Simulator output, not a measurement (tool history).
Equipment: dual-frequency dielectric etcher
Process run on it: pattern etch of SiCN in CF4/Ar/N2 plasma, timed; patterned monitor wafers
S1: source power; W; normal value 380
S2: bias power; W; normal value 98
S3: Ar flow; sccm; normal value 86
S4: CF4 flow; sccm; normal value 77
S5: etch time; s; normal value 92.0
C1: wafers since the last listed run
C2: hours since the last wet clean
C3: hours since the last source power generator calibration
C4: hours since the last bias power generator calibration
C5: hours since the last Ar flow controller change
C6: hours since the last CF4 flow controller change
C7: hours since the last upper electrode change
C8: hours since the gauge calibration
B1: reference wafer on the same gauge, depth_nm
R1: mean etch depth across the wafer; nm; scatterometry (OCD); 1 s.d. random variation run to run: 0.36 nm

run,hour,S1,S2,S3,S4,S5,C1,C2,C3,C4,C5,C6,C7,C8,B1,R1
1,0.0,340,108,86,77,92.0,0,197.6,3928.2,135.3,4272.1,4298.0,65.1,39.8,79.8,68.8
2,20.2,380,107,107,89,83.0,208,217.8,3948.4,155.5,4292.3,4318.2,85.3,60.0,79.7,66.3
3,43.8,380,98,86,77,92.0,243,241.4,3972.0,179.1,4315.9,4341.8,108.9,83.6,79.7,73.3
4,55.9,380,98,76,71,92.0,124,253.5,3984.1,191.2,4328.0,4353.9,121.0,95.7,79.6,74.0
# hour 115.8: source power generator calibrated
# hour 159.6: wet clean of the chamber
5,160.1,380,98,74,77,92.0,784,0.5,44.3,295.4,4432.2,4458.1,225.2,199.9,79.5,74.8
6,179.7,300,118,86,89,92.0,201,20.1,63.9,315.0,4451.8,4477.7,244.8,219.5,79.7,65.6
# hour 206.1: CF4 flow controller replaced
7,206.6,380,90,86,77,117.5,215,47.0,90.8,341.9,4478.7,0.5,271.7,246.4,79.5,91.3
8,225.4,460,98,86,77,73.0,193,65.8,109.6,360.7,4497.5,19.3,290.5,265.2,79.2,66.5
# hour 238.3: Ar flow controller replaced
9,258.8,380,74,98,77,92.0,282,99.2,143.0,394.1,20.5,52.7,323.9,298.6,79.4,66.7
10,274.9,380,121,86,77,75.5,165,115.3,159.1,410.2,36.6,68.8,340.0,314.7,79.0,62.4
11,301.8,380,90,107,89,110.5,277,142.2,186.0,437.1,63.5,95.7,366.9,341.6,79.0,83.8
12,317.6,380,98,86,77,107.5,162,158.0,201.8,452.9,79.3,111.5,382.7,357.4,78.8,83.9
13,331.9,380,98,86,77,92.0,147,172.3,216.1,467.2,93.6,125.8,397.0,371.7,79.1,72.3
14,347.5,380,116,86,77,92.0,160,187.9,231.7,482.8,109.2,141.4,412.6,387.3,79.1,75.3
15,365.1,380,98,86,77,92.0,181,205.5,249.3,500.4,126.8,159.0,430.2,404.9,78.8,71.2
16,380.2,380,98,86,77,92.0,155,220.6,264.4,515.5,141.9,174.1,445.3,420.0,78.8,72.2
17,394.4,410,90,86,77,105.0,146,234.8,278.6,529.7,156.1,188.3,459.5,434.2,78.8,84.7
18,407.6,380,98,86,77,92.0,135,248.0,291.8,542.9,169.3,201.5,472.7,447.4,78.7,71.9
19,430.3,410,113,86,95,92.0,233,270.7,314.5,565.6,192.0,224.2,495.4,470.1,78.4,81.7
20,464.3,320,98,101,77,104.0,350,304.7,348.5,599.6,226.0,258.2,529.4,504.1,78.4,69.3

What would each run have given without the hidden state, its run-to-run variation left as it was?
Hidden state at play: etch rate over this chamber's usual, %; source power that arrives over what is set, %; bias power that arrives over what is set, %; Ar flow that arrives over what is set, %; CF4 flow that arrives over what is set, %; gauge reads high (%).
run,R1
1,68.7
2,66.2
3,73.2
4,73.9
5,74.9
6,65.7
7,91.6
8,66.7
9,67.0
10,62.7
11,84.3
12,84.5
13,72.9
14,76.0
15,71.9
16,72.9
17,85.7
18,72.8
19,82.8
20,70.5
